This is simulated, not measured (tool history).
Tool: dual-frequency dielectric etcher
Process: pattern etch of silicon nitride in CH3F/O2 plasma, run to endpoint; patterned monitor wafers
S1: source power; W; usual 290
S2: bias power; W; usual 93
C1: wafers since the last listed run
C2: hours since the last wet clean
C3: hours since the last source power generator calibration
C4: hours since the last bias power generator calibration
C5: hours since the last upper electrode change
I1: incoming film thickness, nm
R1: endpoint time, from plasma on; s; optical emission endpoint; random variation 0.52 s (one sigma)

run     day   S1   S2    C1     C2      C3      C4      C5    I1    R1
  1   0.000  290   79     0  113.2   600.7  1698.4   731.6  70.6  83.2
  2   2.954  290   79   652  184.1   671.6  1769.3   802.5  70.3  82.5
  3   6.442  290   93   770  267.8   755.3  1853.0   886.2  70.3  79.4
  4   9.592  250  110   696  343.4   830.9  1928.6   961.8  70.7  78.8
  5  11.425  250  110   405  387.4   874.9  1972.6  1005.8  70.4  79.2
  6  14.238  250  110   621  454.9   942.4  2040.1  1073.3  70.1  78.2
  7  17.958  290   93   822  544.2  1031.7  2129.4  1162.6  69.4  77.1
  8  20.862  290   93   641  613.9  1101.4  2199.1  1232.3  70.8  78.2
  9  23.029  290   93   478  665.9  1153.4  2251.1  1284.3  69.8  76.5
 10  24.942  290   93   422  711.8  1199.3  2297.0  1330.2  69.9  77.1
     28.229  -- wet clean of the chamber
 11  28.871  290   93   647   15.4  1293.6  2391.3  1424.5  70.8  81.2
 12  31.983  290   75   687   90.1  1368.3  2466.0  1499.2  70.7  83.0
     32.675  -- bias power generator calibrated
 13  34.912  290   75   610  160.4  1438.6    53.7  1569.5  70.9  83.7
 14  38.788  290   75   856  253.4  1531.6   146.7  1662.5  69.8  81.8
 15  41.279  290   77   550  313.2  1591.4   206.5  1722.3  70.8  82.7
 16  46.788  230  103  1217  445.4  1723.6   338.7  1854.5  70.7  80.0
     54.729  -- wet clean of the chamber
 17  57.788  320   76  2209   73.4  1987.6   602.7  2118.5  69.5  80.7
 18  61.588  290   93   839  164.6  2078.8   693.9  2209.7  70.4  79.4
 19  65.833  290  109   938  266.5  2180.7   795.8  2311.6  70.3  76.3
 20  69.825  250   72   882  362.3  2276.5   891.6  2407.4  70.4  85.0
     72.929  -- upper electrode replaced, of another model than before
 21  72.950  250   71   469  437.3  2351.5   966.6     0.5  70.5  89.1
 22  76.762  230   73   842  528.8  2443.0  1058.1    92.0  70.6  90.9
     78.467  -- source power generator calibrated
 23  80.017  320   87   682  606.9    37.2  1136.2   170.1  70.1  75.0
 24  81.996  320   76   437  654.4    84.7  1183.7   217.6  70.3  78.5
 25  84.817  320  110   623  722.1   152.4  1251.4   285.3  70.2  69.6
     86.179  -- wet clean of the chamber
 26  88.004  250   74   483   43.8   228.9  1327.9   361.8  70.3  91.2
 27  90.817  290   93   621  111.3   296.4  1395.4   429.3  69.6  78.8

The next listed run, before its measurement:
 28  94.179  290  101  743  192.0  377.1  1476.1  510.0  70.4   ?

R1: 78.0 s
Without the tool's hidden state the same run would have given R1 79.4 s.
